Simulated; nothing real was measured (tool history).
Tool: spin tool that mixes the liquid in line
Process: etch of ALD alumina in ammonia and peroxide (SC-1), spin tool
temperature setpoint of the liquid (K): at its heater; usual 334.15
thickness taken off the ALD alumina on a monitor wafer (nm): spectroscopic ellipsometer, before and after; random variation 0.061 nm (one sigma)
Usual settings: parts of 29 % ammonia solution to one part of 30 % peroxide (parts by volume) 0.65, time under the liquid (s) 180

run   hour  temperature setpoint of the liquid (K)  parts of 29 % ammonia solution to one part of 30 % peroxide (parts by volume)  time under the liquid (s)  wafers since the last listed run  hours since the thermometer was replaced  hours since the ammonia flow meter was replaced  hours since the heated supply line was repaired  hours since the drum of ammonia solution was connected  hours since the gauge calibration  read-back film thickness of the ALD alumina reference wafer, read on the same gauge (nm)  thickness taken off the ALD alumina on a monitor wafer (nm)
  1    0.0                                  334.15                                                                           0.65                        180                                 0                                    1466.4                                            284.7                                            473.5                                                   128.8                              169.6                                                                                    150.04                                                        18.12
  2   35.8                                  334.15                                                                           0.65                        180                               256                                    1502.2                                            320.5                                            509.3                                                   164.6                              205.4                                                                                    150.00                                                        18.06
  3   83.1                                  334.15                                                                           0.65                        180                               338                                    1549.5                                            367.8                                            556.6                                                   211.9                              252.7                                                                                    149.95                                                        17.94
     108.7  -- new drum of ammonia solution connected
  4  111.7                                  334.15                                                                           0.65                        180                               197                                    1578.1                                            396.4                                            585.2                                                     3.0                              281.3                                                                                    150.04                                                        18.01
     117.2  -- ammonia flow meter replaced
  5  136.0                                  334.15                                                                           0.65                        180                               166                                    1602.4                                             18.8                                            609.5                                                    27.3                              305.6                                                                                    149.95                                                        17.95
  6  194.0                                  334.15                                                                           0.65                        180                               415                                    1660.4                                             76.8                                            667.5                                                    85.3                              363.6                                                                                    150.03                                                        17.90
  7  263.2                                  334.15                                                                           0.65                        180                               495                                    1729.6                                            146.0                                            736.7                                                   154.5                              432.8                                                                                    150.02                                                        17.91
     296.8  -- heated supply line repaired
  8  311.0                                  334.15                                                                           0.45                        265                               335                                    1777.4                                            193.8                                             14.2                                                   202.3                              480.6                                                                                    149.94                                                        26.40
  9  335.6                                  334.15                                                                           0.65                        265                               176                                    1802.0                                            218.4                                             38.8                                                   226.9                              505.2                                                                                    150.00                                                        27.23
     351.2  -- new drum of ammonia solution connected
     366.2  -- thermometer replaced
 10  387.5                                  342.65                                                                           0.80                        280                               357                                      21.3                                            270.3                                             90.7                                                    36.3                              557.1                                                                                    149.99                                                        44.77
 11  433.3                                  325.65                                                                           0.80                        285                               328                                      67.1                                            316.1                                            136.5                                                    82.1                              602.9                                                                                    150.01                                                        19.11
 12  486.6                                  341.15                                                                           0.40                        180                               381                                     120.4                                            369.4                                            189.8                                                   135.4                              656.2                                                                                    149.99                                                        24.96
     544.4  -- ammonia flow meter replaced
 13  547.8                                  334.15                                                                           0.45                        265                               431                                     181.6                                              3.4                                            251.0                                                   196.6                              717.4                                                                                    149.98                                                        26.20
     554.2  -- gauge calibrated
     608.0  -- new drum of ammonia solution connected
 14  682.1                                  331.65                                                                           0.35                        130                               955                                     315.9                                            137.7                                            385.3                                                    74.1                              127.9                                                                                    149.99                                                        10.93
 15  729.1                                  341.15                                                                           0.90                        105                               336                                     362.9                                            184.7                                            432.3                                                   121.1                              174.9                                                                                    149.98                                                        15.46
 16  777.5                                  326.15                                                                           0.95                        105                               346                                     411.3                                            233.1                                            480.7                                                   169.5                              223.3                                                                                    149.98                                                         7.22

4 ways to go on from here, each from the tool as it stands after run 16. What would each give?
  A  778.0                                  334.15                                                                           0.65                        285                                 3                                     411.8                                            233.6                                            481.2                                                   170.0                              223.8                                                                                         ?                                                            ?
  B  778.0                                  340.65                                                                           0.75                        180                                 3                                     411.8                                            233.6                                            481.2                                                   170.0                              223.8                                                                                         ?                                                            ?
  C  778.0                                  326.65                                                                           0.65                        210                                 3                                     411.8                                            233.6                                            481.2                                                   170.0                              223.8                                                                                         ?                                                            ?
  D  778.0                                  334.15                                                                           0.35                        265                                 3                                     411.8                                            233.6                                            481.2                                                   170.0                              223.8                                                                                         ?                                                            ?

run  read-back film thickness of the ALD alumina reference wafer, read on the same gauge (nm)  thickness taken off the ALD alumina on a monitor wafer (nm)
  A                                                                                    150.01                                                        28.72
  B                                                                                    150.01                                                        25.45
  C                                                                                    150.01                                                        14.28
  D                                                                                    150.01                                                        25.19
Without the tool's hidden state the same runs would have given:
run  thickness taken off the ALD alumina on a monitor wafer (nm)
  A                                                        29.39
  B                                                        26.02
  C                                                        14.63
  D                                                        25.78
